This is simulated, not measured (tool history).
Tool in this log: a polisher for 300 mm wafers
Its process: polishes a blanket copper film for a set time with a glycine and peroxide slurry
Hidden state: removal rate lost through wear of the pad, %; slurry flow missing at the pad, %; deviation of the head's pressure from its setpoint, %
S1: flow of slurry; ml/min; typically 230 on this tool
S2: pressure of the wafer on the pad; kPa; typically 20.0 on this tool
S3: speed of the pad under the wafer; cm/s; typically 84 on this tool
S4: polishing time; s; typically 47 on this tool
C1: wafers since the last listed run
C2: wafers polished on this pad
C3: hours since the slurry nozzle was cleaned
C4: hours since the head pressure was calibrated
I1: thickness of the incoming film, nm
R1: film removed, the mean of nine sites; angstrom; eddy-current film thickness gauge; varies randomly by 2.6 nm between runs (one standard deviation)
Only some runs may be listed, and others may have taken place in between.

run 1 hour=0.0 | S1=230 S2=20.0 S3=84 S4=47 | C1=0 C2=312 C3=148.2 C4=0.5 | I1=1531.2 | R1=2237
run 2 hour=34.0 | S1=230 S2=20.0 S3=84 S4=47 | C1=322 C2=635 C3=182.2 C4=34.5 | I1=1510.3 | R1=2212
run 3 hour=86.9 | S1=230 S2=20.0 S3=84 S4=47 | C1=501 C2=1136 C3=235.1 C4=87.4 | I1=1527.5 | R1=2225
run 4 hour=134.4 | S1=230 S2=20.0 S3=84 S4=47 | C1=450 C2=1587 C3=282.6 C4=134.9 | I1=1502.0 | R1=2270
run 5 hour=161.4 | S1=230 S2=20.0 S3=84 S4=54 | C1=256 C2=1843 C3=309.6 C4=161.9 | I1=1511.4 | R1=2597
run 6 hour=196.2 | S1=230 S2=20.0 S3=84 S4=54 | C1=329 C2=2173 C3=344.4 C4=196.7 | I1=1510.1 | R1=2629
-- hour=248.9 slurry nozzle cleaned
run 7 hour=254.3 | S1=190 S2=17.9 S3=84 S4=47 | C1=541 C2=2714 C3=5.4 C4=254.8 | I1=1509.0 | R1=2045
run 8 hour=285.4 | S1=250 S2=20.0 S3=84 S4=47 | C1=294 C2=3009 C3=36.5 C4=285.9 | I1=1523.7 | R1=2273
-- hour=342.2 worn pad replaced by a new one
run 9 hour=353.7 | S1=230 S2=20.0 S3=84 S4=44 | C1=609 C2=108 C3=104.8 C4=354.2 | I1=1484.6 | R1=2219
-- hour=385.8 head pressure recalibrated
run 10 hour=421.0 | S1=230 S2=20.0 S3=84 S4=44 | C1=619 C2=727 C3=172.1 C4=35.2 | I1=1502.5 | R1=2100
run 11 hour=485.6 | S1=230 S2=20.0 S3=84 S4=44 | C1=612 C2=1340 C3=236.7 C4=99.8 | I1=1518.7 | R1=2103
run 12 hour=515.8 | S1=230 S2=20.0 S3=84 S4=47 | C1=286 C2=1626 C3=266.9 C4=130.0 | I1=1507.9 | R1=2239
run 13 hour=559.8 | S1=230 S2=20.0 S3=84 S4=47 | C1=417 C2=2044 C3=310.9 C4=174.0 | I1=1528.4 | R1=2263
-- hour=592.3 slurry nozzle cleaned
run 14 hour=631.6 | S1=230 S2=20.0 S3=84 S4=47 | C1=671 C2=2715 C3=39.3 C4=245.8 | I1=1512.5 | R1=2283
-- hour=707.3 worn pad replaced by a new one
-- hour=733.3 head pressure recalibrated
run 15 hour=757.4 | S1=230 S2=20.0 S3=102 S4=47 | C1=1136 C2=455 C3=165.1 C4=24.1 | I1=1501.3 | R1=2587
run 16 hour=788.2 | S1=230 S2=20.0 S3=102 S4=47 | C1=292 C2=747 C3=195.9 C4=54.9 | I1=1523.4 | R1=2529
run 17 hour=849.5 | S1=230 S2=20.0 S3=102 S4=47 | C1=581 C2=1329 C3=257.2 C4=116.2 | I1=1481.8 | R1=2579
run 18 hour=907.4 | S1=285 S2=20.0 S3=84 S4=34 | C1=549 C2=1878 C3=315.1 C4=174.1 | I1=1494.5 | R1=1658
-- hour=928.8 slurry nozzle cleaned
run 19 hour=945.7 | S1=230 S2=20.0 S3=84 S4=47 | C1=353 C2=2231 C3=16.9 C4=212.4 | I1=1481.2 | R1=2264
run 20 hour=990.0 | S1=290 S2=20.0 S3=100 S4=47 | C1=420 C2=2651 C3=61.2 C4=256.7 | I1=1540.6 | R1=2654
run 21 hour=1014.8 | S1=230 S2=20.0 S3=108 S4=58 | C1=235 C2=2887 C3=86.0 C4=281.5 | I1=1506.7 | R1=3420
-- hour=1047.3 worn pad replaced by a new one
run 22 hour=1080.6 | S1=230 S2=20.0 S3=84 S4=47 | C1=586 C2=315 C3=151.8 C4=347.3 | I1=1515.4 | R1=2323
-- hour=1095.7 head pressure recalibrated
run 23 hour=1130.7 | S1=205 S2=14.5 S3=72 S4=34 | C1=456 C2=771 C3=201.9 C4=35.0 | I1=1508.7 | R1=1112
run 24 hour=1174.6 | S1=230 S2=20.0 S3=84 S4=47 | C1=416 C2=1188 C3=245.8 C4=78.9 | I1=1487.6 | R1=2237
run 25 hour=1229.4 | S1=260 S2=14.5 S3=84 S4=47 | C1=519 C2=1707 C3=300.6 C4=133.7 | I1=1507.3 | R1=1790
run 26 hour=1272.5 | S1=155 S2=20.0 S3=84 S4=35 | C1=408 C2=2116 C3=343.7 C4=176.8 | I1=1516.9 | R1=1623
-- hour=1308.3 slurry nozzle cleaned
run 27 hour=1316.3 | S1=230 S2=22.1 S3=84 S4=41 | C1=405 C2=2522 C3=8.0 C4=220.6 | I1=1506.8 | R1=2121
run 28 hour=1344.9 | S1=270 S2=22.8 S3=98 S4=42 | C1=271 C2=2793 C3=36.6 C4=249.2 | I1=1520.8 | R1=2567
run 29 hour=1392.3 | S1=260 S2=20.0 S3=84 S4=55 | C1=449 C2=3242 C3=84.0 C4=296.6 | I1=1504.3 | R1=2824
-- hour=1407.3 head pressure recalibrated
-- hour=1410.9 worn pad replaced by a new one
run 30 hour=1446.0 | S1=175 S2=15.9 S3=64 S4=47 | C1=456 C2=332 C3=137.7 C4=38.7 | I1=1514.9 | R1=1529
run 31 hour=1514.2 | S1=230 S2=20.0 S3=84 S4=32 | C1=646 C2=979 C3=205.9 C4=106.9 | I1=1503.5 | R1=1544
run 32 hour=1563.9 | S1=160 S2=20.0 S3=108 S4=41 | C1=471 C2=1450 C3=255.6 C4=156.6 | I1=1521.1 | R1=2341
run 33 hour=1635.5 | S1=230 S2=20.0 S3=84 S4=44 | C1=678 C2=2129 C3=327.2 C4=228.2 | I1=1528.0 | R1=2135
run 34 hour=1674.0 | S1=185 S2=14.5 S3=54 S4=63 | C1=365 C2=2494 C3=365.7 C4=266.7 | I1=1520.9 | R1=1820
-- hour=1686.1 slurry nozzle cleaned
run 35 hour=1738.8 | S1=230 S2=20.0 S3=84 S4=37 | C1=604 C2=3099 C3=52.7 C4=331.5 | I1=1513.5 | R1=1852

Per-run results on a tool with no hidden state, each run keeping its own random variation:
run=1 R1=2239
run=2 R1=2202
run=3 R1=2197
run=4 R1=2226
run=5 R1=2536
run=6 R1=2553
run=7 R1=1971
run=8 R1=2179
run=9 R1=2105
run=10 R1=2090
run=11 R1=2071
run=12 R1=2195
run=13 R1=2204
run=14 R1=2199
run=15 R1=2586
run=16 R1=2515
run=17 R1=2541
run=18 R1=1620
run=19 R1=2199
run=20 R1=2558
run=21 R1=3282
run=22 R1=2211
run=23 R1=1107
run=24 R1=2212
run=25 R1=1757
run=26 R1=1581
run=27 R1=2050
run=28 R1=2469
run=29 R1=2701
run=30 R1=1514
run=31 R1=1512
run=32 R1=2272
run=33 R1=2052
run=34 R1=1753
run=35 R1=1753
